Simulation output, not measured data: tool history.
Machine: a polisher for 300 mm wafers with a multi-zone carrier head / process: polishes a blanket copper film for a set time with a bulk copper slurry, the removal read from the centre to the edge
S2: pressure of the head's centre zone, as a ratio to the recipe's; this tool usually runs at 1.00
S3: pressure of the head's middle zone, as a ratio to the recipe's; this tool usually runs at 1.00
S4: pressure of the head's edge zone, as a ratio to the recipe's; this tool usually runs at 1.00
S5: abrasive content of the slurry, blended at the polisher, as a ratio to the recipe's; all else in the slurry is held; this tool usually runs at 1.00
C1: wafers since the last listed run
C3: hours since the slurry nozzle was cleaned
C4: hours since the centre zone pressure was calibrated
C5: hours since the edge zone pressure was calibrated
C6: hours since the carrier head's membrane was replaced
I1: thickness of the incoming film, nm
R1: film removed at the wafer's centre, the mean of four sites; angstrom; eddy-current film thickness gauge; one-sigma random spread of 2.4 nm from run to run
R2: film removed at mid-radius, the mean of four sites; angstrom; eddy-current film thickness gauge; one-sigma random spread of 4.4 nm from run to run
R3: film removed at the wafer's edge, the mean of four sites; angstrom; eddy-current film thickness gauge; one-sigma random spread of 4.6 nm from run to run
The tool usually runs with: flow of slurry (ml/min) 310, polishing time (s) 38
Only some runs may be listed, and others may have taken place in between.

run 1 day=0.000 | flow_of_slurry_(ml/min)=310 S2=1.00 S3=1.00 S4=1.00 S5=1.00 polishing_time_(s)=38 | C1=0 wafers_polished_on_this_pad=674 C3=292.6 C4=217.8 C5=857.6 C6=628.0 | I1=2843.5 | R1=3373 R2=3322 R3=3440
run 2 day=0.483 | flow_of_slurry_(ml/min)=310 S2=1.00 S3=1.00 S4=1.00 S5=1.00 polishing_time_(s)=38 | C1=150 wafers_polished_on_this_pad=824 C3=304.2 C4=229.4 C5=869.2 C6=639.6 | I1=2843.8 | R1=3331 R2=3315 R3=3331
-- day=1.017 worn pad replaced by a new one
run 3 day=1.154 | flow_of_slurry_(ml/min)=310 S2=1.00 S3=1.00 S4=1.00 S5=1.00 polishing_time_(s)=38 | C1=156 wafers_polished_on_this_pad=42 C3=320.3 C4=245.5 C5=885.3 C6=655.7 | I1=2848.0 | R1=3483 R2=3588 R3=3509
-- day=1.400 edge zone pressure recalibrated
run 4 day=1.525 | flow_of_slurry_(ml/min)=310 S2=1.00 S3=1.00 S4=1.00 S5=1.00 polishing_time_(s)=38 | C1=89 wafers_polished_on_this_pad=131 C3=329.2 C4=254.4 C5=3.0 C6=664.6 | I1=2895.1 | R1=3403 R2=3420 R3=3490
run 5 day=2.038 | flow_of_slurry_(ml/min)=310 S2=1.00 S3=1.00 S4=1.00 S5=1.00 polishing_time_(s)=38 | C1=159 wafers_polished_on_this_pad=291 C3=341.5 C4=266.7 C5=15.3 C6=676.9 | I1=2908.5 | R1=3362 R2=3337 R3=3395
run 6 day=2.617 | flow_of_slurry_(ml/min)=310 S2=1.00 S3=1.00 S4=1.00 S5=1.00 polishing_time_(s)=38 | C1=180 wafers_polished_on_this_pad=471 C3=355.4 C4=280.6 C5=29.2 C6=690.8 | I1=2908.8 | R1=3263 R2=3371 R3=3425
run 7 day=3.362 | flow_of_slurry_(ml/min)=280 S2=1.00 S3=0.92 S4=1.00 S5=1.00 polishing_time_(s)=38 | C1=231 wafers_polished_on_this_pad=703 C3=373.3 C4=298.5 C5=47.1 C6=708.7 | I1=2894.0 | R1=3210 R2=3066 R3=3328
-- day=3.754 worn pad replaced by a new one
run 8 day=3.875 | flow_of_slurry_(ml/min)=310 S2=1.00 S3=1.00 S4=1.00 S5=1.00 polishing_time_(s)=38 | C1=107 wafers_polished_on_this_pad=38 C3=385.6 C4=310.8 C5=59.4 C6=721.0 | I1=2918.9 | R1=3465 R2=3566 R3=3586
run 9 day=4.208 | flow_of_slurry_(ml/min)=310 S2=1.00 S3=1.00 S4=1.00 S5=1.00 polishing_time_(s)=38 | C1=103 wafers_polished_on_this_pad=141 C3=393.6 C4=318.8 C5=67.4 C6=729.0 | I1=2896.1 | R1=3381 R2=3445 R3=3541
run 10 day=5.125 | flow_of_slurry_(ml/min)=310 S2=1.09 S3=1.00 S4=0.93 S5=1.30 polishing_time_(s)=38 | C1=285 wafers_polished_on_this_pad=426 C3=415.6 C4=340.8 C5=89.4 C6=751.0 | I1=2908.4 | R1=3877 R2=3615 R3=3514
run 11 day=5.379 | flow_of_slurry_(ml/min)=215 S2=1.00 S3=1.00 S4=1.00 S5=1.10 polishing_time_(s)=38 | C1=79 wafers_polished_on_this_pad=505 C3=421.7 C4=346.9 C5=95.5 C6=757.1 | I1=2854.2 | R1=3225 R2=3275 R3=3324
-- day=5.596 centre zone pressure recalibrated
run 12 day=5.912 | flow_of_slurry_(ml/min)=310 S2=0.91 S3=1.00 S4=1.00 S5=1.10 polishing_time_(s)=38 | C1=139 wafers_polished_on_this_pad=645 C3=434.5 C4=7.6 C5=108.3 C6=769.9 | I1=2914.3 | R1=3209 R2=3490 R3=3486
run 13 day=6.175 | flow_of_slurry_(ml/min)=310 S2=1.00 S3=1.00 S4=0.92 S5=1.00 polishing_time_(s)=38 | C1=81 wafers_polished_on_this_pad=727 C3=440.8 C4=13.9 C5=114.6 C6=776.2 | I1=2890.2 | R1=3436 R2=3368 R3=3194
-- day=6.467 worn pad replaced by a new one
run 14 day=6.642 | flow_of_slurry_(ml/min)=240 S2=0.95 S3=1.00 S4=1.00 S5=1.00 polishing_time_(s)=49 | C1=93 wafers_polished_on_this_pad=53 C3=452.0 C4=25.1 C5=125.8 C6=787.4 | I1=2935.7 | R1=4277 R2=4420 R3=4512
run 15 day=7.067 | flow_of_slurry_(ml/min)=310 S2=1.00 S3=1.00 S4=1.00 S5=1.00 polishing_time_(s)=38 | C1=132 wafers_polished_on_this_pad=185 C3=462.2 C4=35.3 C5=136.0 C6=797.6 | I1=2875.7 | R1=3505 R2=3508 R3=3395
-- day=7.308 carrier head's membrane replaced by a new one
-- day=7.350 slurry nozzle cleaned
run 16 day=7.804 | flow_of_slurry_(ml/min)=255 S2=1.00 S3=1.00 S4=1.09 S5=1.25 polishing_time_(s)=34 | C1=151 wafers_polished_on_this_pad=337 C3=10.9 C4=53.0 C5=153.7 C6=11.9 | I1=2851.2 | R1=3201 R2=3179 R3=3325
run 17 day=8.496 | flow_of_slurry_(ml/min)=310 S2=1.00 S3=0.96 S4=1.00 S5=1.00 polishing_time_(s)=38 | C1=215 wafers_polished_on_this_pad=552 C3=27.5 C4=69.6 C5=170.3 C6=28.5 | I1=2870.9 | R1=3386 R2=3176 R3=3256
run 18 day=8.775 | flow_of_slurry_(ml/min)=310 S2=1.00 S3=1.00 S4=0.92 S5=1.10 polishing_time_(s)=27 | C1=86 wafers_polished_on_this_pad=639 C3=34.2 C4=76.3 C5=177.0 C6=35.2 | I1=2837.8 | R1=2508 R2=2447 R3=2374
run 19 day=9.179 | flow_of_slurry_(ml/min)=310 S2=1.00 S3=1.00 S4=1.09 S5=1.15 polishing_time_(s)=38 | C1=125 wafers_polished_on_this_pad=765 C3=43.9 C4=86.0 C5=186.7 C6=44.9 | I1=2930.2 | R1=3498 R2=3434 R3=3682
-- day=9.612 worn pad replaced by a new one
run 20 day=9.792 | flow_of_slurry_(ml/min)=310 S2=1.00 S3=1.00 S4=1.08 S5=1.00 polishing_time_(s)=38 | C1=138 wafers_polished_on_this_pad=55 C3=58.6 C4=100.7 C5=201.4 C6=59.6 | I1=2906.3 | R1=3556 R2=3485 R3=3742
run 21 day=10.362 | flow_of_slurry_(ml/min)=310 S2=1.00 S3=1.00 S4=1.00 S5=1.00 polishing_time_(s)=38 | C1=177 wafers_polished_on_this_pad=233 C3=72.3 C4=114.4 C5=215.1 C6=73.3 | I1=2861.1 | R1=3489 R2=3489 R3=3479
run 22 day=11.017 | flow_of_slurry_(ml/min)=405 S2=1.00 S3=1.00 S4=0.88 S5=1.00 polishing_time_(s)=38 | C1=203 wafers_polished_on_this_pad=436 C3=88.0 C4=130.1 C5=230.8 C6=89.0 | I1=2906.3 | R1=3506 R2=3486 R3=3187

Branching from run 22: 3 alternative next runs. What would each branch give?
run A day=11.033 | flow_of_slurry_(ml/min)=310 S2=1.00 S3=1.00 S4=1.00 S5=1.00 polishing_time_(s)=38 | C1=5 wafers_polished_on_this_pad=441 C3=88.4 C4=130.5 C5=231.2 C6=89.4 | I1=2897.1 | R1=? R2=? R3=?
run B day=11.033 | flow_of_slurry_(ml/min)=310 S2=1.00 S3=0.97 S4=1.00 S5=1.00 polishing_time_(s)=38 | C1=5 wafers_polished_on_this_pad=441 C3=88.4 C4=130.5 C5=231.2 C6=89.4 | I1=2897.1 | R1=? R2=? R3=?
run C day=11.033 | flow_of_slurry_(ml/min)=405 S2=1.00 S3=1.00 S4=1.00 S5=1.00 polishing_time_(s)=29 | C1=5 wafers_polished_on_this_pad=441 C3=88.4 C4=130.5 C5=231.2 C6=89.4 | I1=2897.1 | R1=? R2=? R3=?

run=A R1=3424 R2=3380 R3=3453
run=B R1=3424 R2=3300 R3=3455
run=C R1=2674 R2=2634 R3=2678
Take away the tool's hidden state, keep each run's random variation, and the runs would have read:
run=A R1=3620 R2=3584 R3=3662
run=B R1=3619 R2=3499 R3=3663
run=C R1=2826 R2=2793 R3=2840
